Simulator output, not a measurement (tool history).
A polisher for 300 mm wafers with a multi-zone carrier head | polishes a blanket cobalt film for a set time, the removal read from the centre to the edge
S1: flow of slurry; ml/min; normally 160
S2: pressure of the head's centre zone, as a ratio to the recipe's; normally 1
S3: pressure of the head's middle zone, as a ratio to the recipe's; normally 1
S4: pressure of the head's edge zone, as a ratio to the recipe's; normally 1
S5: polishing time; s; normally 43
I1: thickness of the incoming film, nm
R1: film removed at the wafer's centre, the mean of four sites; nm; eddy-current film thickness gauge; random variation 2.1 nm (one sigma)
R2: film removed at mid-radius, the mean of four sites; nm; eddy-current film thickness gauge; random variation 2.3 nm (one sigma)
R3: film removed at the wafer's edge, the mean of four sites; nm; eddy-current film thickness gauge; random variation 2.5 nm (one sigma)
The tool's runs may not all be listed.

run     day   S1    S2    S3    S4  S5      I1     R1     R2     R3
  1       0  160     1     1     1  43  1329.3    209    210  210.7
      1.258  -- worn pad replaced by a new one
  2   3.721  160     1     1     1  43  1320.5  210.8    209  208.6
  3   6.525  160     1     1     1  43  1335.1  210.2  209.2  207.7
      9.362  -- worn pad replaced by a new one
  4  10.862  160     1     1     1  43  1327.5  215.6  210.2  210.8
     13.842  -- slurry nozzle cleaned
  5  14.483  160     1     1     1  43  1302.8  218.5  209.9  211.7
      14.75  -- edge zone pressure recalibrated
     16.379  -- worn pad replaced by a new one
  6    18.5  160     1     1     1  37  1322.4    192  178.7    180
  7  20.317  160     1     1     1  37  1340.2  189.3  179.4  180.7
  8  23.029  140  0.96     1  1.08  58  1339.6  281.6  273.4  286.5
     23.571  -- carrier head's membrane replaced by a new one
     25.679  -- worn pad replaced by a new one
  9  26.804  160     1     1     1  43  1305.3  224.1  209.4  211.9
 10  28.888  130  1.07  0.92  1.06  43  1339.6  230.1  187.1  210.5
 11  30.758  160     1     1     1  43  1336.8  227.6  208.5  209.5
     31.108  -- edge zone pressure recalibrated
     31.829  -- centre zone pressure recalibrated
 12  33.404  115  0.88     1  1.05  29  1337.2  111.7  129.7  139.3
     34.433  -- worn pad replaced by a new one
 13  35.508  185  1.12     1     1  43  1336.6  236.4  218.7    220
 14  40.967  130  0.93     1  1.04  43  1337.5  177.5  200.3  209.1

How would selected steps in R1 from run to run divide? Give the signed amount a tool lacking its hidden state would still show from settings, what came in and random variation, and the signed amount left for the hidden state, including any gauge scatter that is not in both of the compared results.
The hidden state here: removal rate lost through wear of the pad, %; slurry flow missing at the pad, %; deviation of the centre zone's pressure from its setpoint, %; deviation of the edge zone's pressure from its setpoint, %.
Run 11 -> 12: S1 160 -> 115, S2 1 -> 0.88, S4 1 -> 1.05, S5 43 -> 29, edge zone pressure recalibrated, centre zone pressure recalibrated. R1 -115.9 nm: hidden state -25.4, all else -90.5.
Run 12 -> 13: S1 115 -> 185, S2 0.88 -> 1.12, S4 1.05 -> 1, S5 29 -> 43, worn pad replaced by a new one. R1 +124.7 nm: hidden state -0.7, all else +125.4.
